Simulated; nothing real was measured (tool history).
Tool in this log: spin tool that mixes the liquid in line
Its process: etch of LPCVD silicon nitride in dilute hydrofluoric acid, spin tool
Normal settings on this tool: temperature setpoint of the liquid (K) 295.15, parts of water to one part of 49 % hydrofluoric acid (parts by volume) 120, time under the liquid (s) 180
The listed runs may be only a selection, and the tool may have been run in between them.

| run | hour | temperature setpoint of the liquid (K) | parts of water to one part of 49 % hydrofluoric acid (parts by volume) | time under the liquid (s) | wafers since the last listed run | hours since the thermometer was replaced | hours since the hydrofluoric acid flow meter was replaced | hours since the gauge calibration | read-back film thickness of the LPCVD silicon nitride reference wafer, read on the same gauge (nm) | thickness taken off the LPCVD silicon nitride on a monitor wafer (nm) |
|---|---|---|---|---|---|---|---|---|---|---|
| 1 | 0.0 | 295.15 | 120 | 180 | 0 | 1706.5 | 2394.1 | 160.5 | 60.002 | 0.584 |
| 2 | 10.3 | 295.15 | 120 | 180 | 86 | 1716.8 | 2404.4 | 170.8 | 60.020 | 0.621 |
| 3 | 23.5 | 295.15 | 120 | 225 | 111 | 1730.0 | 2417.6 | 184.0 | 60.017 | 0.783 |
| 4 | 33.3 | 295.15 | 120 | 225 | 82 | 1739.8 | 2427.4 | 193.8 | 60.027 | 0.726 |
| 5 | 39.5 | 295.15 | 120 | 225 | 52 | 1746.0 | 2433.6 | 200.0 | 60.014 | 0.749 |
| 6 | 53.5 | 295.15 | 155 | 180 | 117 | 1760.0 | 2447.6 | 214.0 | 59.981 | 0.453 |
| 7 | 69.0 | 295.15 | 120 | 180 | 130 | 1775.5 | 2463.1 | 229.5 | 60.018 | 0.619 |
| 8 | 79.2 | 295.15 | 120 | 180 | 85 | 1785.7 | 2473.3 | 239.7 | 60.013 | 0.603 |
| 9 | 94.3 | 295.15 | 120 | 180 | 127 | 1800.8 | 2488.4 | 254.8 | 60.024 | 0.577 |
| 10 | 105.4 | 295.15 | 120 | 180 | 93 | 1811.9 | 2499.5 | 265.9 | 59.997 | 0.558 |
|  | 122.3 | hydrofluoric acid flow meter replaced |
| 11 | 122.8 | 295.15 | 120 | 180 | 138 | 1829.3 | 0.5 | 283.3 | 59.977 | 0.588 |
| 12 | 136.4 | 295.15 | 120 | 180 | 114 | 1842.9 | 14.1 | 296.9 | 59.965 | 0.599 |
|  | 141.9 | gauge calibrated |
| 13 | 152.4 | 295.15 | 120 | 180 | 134 | 1858.9 | 30.1 | 10.5 | 60.003 | 0.580 |
| 14 | 169.4 | 293.15 | 65 | 120 | 143 | 1875.9 | 47.1 | 27.5 | 59.978 | 0.617 |
| 15 | 182.7 | 299.65 | 75 | 85 | 111 | 1889.2 | 60.4 | 40.8 | 60.025 | 0.596 |
| 16 | 208.0 | 295.15 | 120 | 150 | 213 | 1914.5 | 85.7 | 66.1 | 60.022 | 0.498 |
| 17 | 216.9 | 295.15 | 120 | 180 | 74 | 1923.4 | 94.6 | 75.0 | 60.044 | 0.558 |
| 18 | 234.8 | 298.15 | 155 | 215 | 150 | 1941.3 | 112.5 | 92.9 | 60.010 | 0.659 |
| 19 | 248.5 | 295.15 | 120 | 180 | 115 | 1955.0 | 126.2 | 106.6 | 60.002 | 0.602 |
|  | 254.6 | thermometer replaced |
| 20 | 256.5 | 298.15 | 145 | 235 | 58 | 1.9 | 134.2 | 114.6 | 59.985 | 0.784 |
| 21 | 265.6 | 295.15 | 160 | 180 | 76 | 11.0 | 143.3 | 123.7 | 59.981 | 0.427 |
| 22 | 278.0 | 299.65 | 75 | 125 | 104 | 23.4 | 155.7 | 136.1 | 59.960 | 0.807 |
| 23 | 286.9 | 295.15 | 120 | 180 | 74 | 32.3 | 164.6 | 145.0 | 60.028 | 0.541 |
| 24 | 299.7 | 295.15 | 120 | 180 | 107 | 45.1 | 177.4 | 157.8 | 59.994 | 0.619 |
| 25 | 305.7 | 295.15 | 120 | 180 | 50 | 51.1 | 183.4 | 163.8 | 60.014 | 0.572 |
| 26 | 316.0 | 298.15 | 120 | 180 | 86 | 61.4 | 193.7 | 174.1 | 60.016 | 0.723 |
| 27 | 322.9 | 293.15 | 120 | 180 | 58 | 68.3 | 200.6 | 181.0 | 59.994 | 0.516 |

Consider 4 possible next runs. They are alternatives, not a sequence: every one starts from the tool as it was left by run 27. What does each give?
| A | 323.4 | 295.15 | 120 | 180 | 4 | 68.8 | 201.1 | 181.5 | ? | ? |
| B | 323.4 | 295.15 | 120 | 285 | 4 | 68.8 | 201.1 | 181.5 | ? | ? |
| C | 323.4 | 293.15 | 90 | 245 | 4 | 68.8 | 201.1 | 181.5 | ? | ? |
| D | 323.4 | 291.15 | 120 | 180 | 4 | 68.8 | 201.1 | 181.5 | ? | ? |

| run | read-back film thickness of the LPCVD silicon nitride reference wafer, read on the same gauge (nm) | thickness taken off the LPCVD silicon nitride on a monitor wafer (nm) |
|---|---|---|
| A | 59.992 | 0.575 |
| B | 59.992 | 0.911 |
| C | 59.992 | 0.907 |
| D | 59.992 | 0.439 |
Without the tool's hidden state the same runs would have given:
| run | thickness taken off the LPCVD silicon nitride on a monitor wafer (nm) |
|---|---|
| A | 0.575 |
| B | 0.911 |
| C | 0.907 |
| D | 0.439 |

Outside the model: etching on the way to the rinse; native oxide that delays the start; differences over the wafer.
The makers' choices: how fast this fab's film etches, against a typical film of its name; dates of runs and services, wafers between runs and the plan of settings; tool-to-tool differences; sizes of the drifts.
